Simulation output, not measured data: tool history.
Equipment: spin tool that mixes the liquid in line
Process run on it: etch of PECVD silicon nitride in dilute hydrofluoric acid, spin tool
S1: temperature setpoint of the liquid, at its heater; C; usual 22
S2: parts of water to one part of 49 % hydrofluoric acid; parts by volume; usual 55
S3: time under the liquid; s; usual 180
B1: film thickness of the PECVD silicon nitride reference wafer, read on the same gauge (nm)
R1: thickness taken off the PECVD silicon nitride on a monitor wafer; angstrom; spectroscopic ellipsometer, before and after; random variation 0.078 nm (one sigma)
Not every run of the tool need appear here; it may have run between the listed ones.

| run | day | S1 | S2 | S3 | B1 | R1 |
|---|---|---|---|---|---|---|
| 1 | 0 | 22 | 55 | 180 | 90.01 | 170.7 |
| 2 | 1.529 | 25 | 55 | 180 | 90 | 210.4 |
| 3 | 3.046 | 22 | 55 | 180 | 89.99 | 170.6 |
| 4 | 6.667 | 22 | 55 | 180 | 90.04 | 172.6 |
| 5 | 8.804 | 22 | 40 | 180 | 90.02 | 233.7 |
| 6 | 13.233 | 22 | 40 | 180 | 90.02 | 233.8 |
| 7 | 17.05 | 22 | 40 | 180 | 89.99 | 236.9 |
| 8 | 22.904 | 25.5 | 55 | 90 | 89.99 | 109.6 |
| 9 | 25.412 | 22 | 55 | 150 | 90.02 | 147.8 |
| 10 | 27.892 | 23.5 | 25 | 95 | 90 | 220.7 |
| 11 | 31.312 | 23.5 | 30 | 245 | 89.99 | 476.6 |
|  | 31.833 | thermometer replaced |
| 12 | 34.1 | 25 | 55 | 180 | 89.99 | 208.4 |
|  | 34.204 | hydrofluoric acid flow meter replaced |
|  | 37.854 | gauge calibrated |
| 13 | 43.721 | 22 | 55 | 180 | 90 | 171.4 |
| 14 | 47.683 | 25.5 | 70 | 220 | 90.03 | 209.9 |

Each row is a separate what-if for the run after 14, all from the same tool condition, not one after another. Results?
| A | 47.704 | 22 | 55 | 180 | ? | ? |
| B | 47.704 | 25 | 80 | 215 | ? | ? |
| C | 47.704 | 20.5 | 70 | 245 | ? | ? |
| D | 47.704 | 25.5 | 80 | 180 | ? | ? |

| run | B1 | R1 |
|---|---|---|
| A | 89.98 | 172.8 |
| B | 89.98 | 174.6 |
| C | 89.98 | 167.7 |
| D | 89.98 | 151.1 |
Take away the tool's hidden state, keep each run's random variation, and the runs would have read:
| run | R1 |
|---|---|
| A | 169.3 |
| B | 171.2 |
| C | 164.3 |
| D | 148.1 |

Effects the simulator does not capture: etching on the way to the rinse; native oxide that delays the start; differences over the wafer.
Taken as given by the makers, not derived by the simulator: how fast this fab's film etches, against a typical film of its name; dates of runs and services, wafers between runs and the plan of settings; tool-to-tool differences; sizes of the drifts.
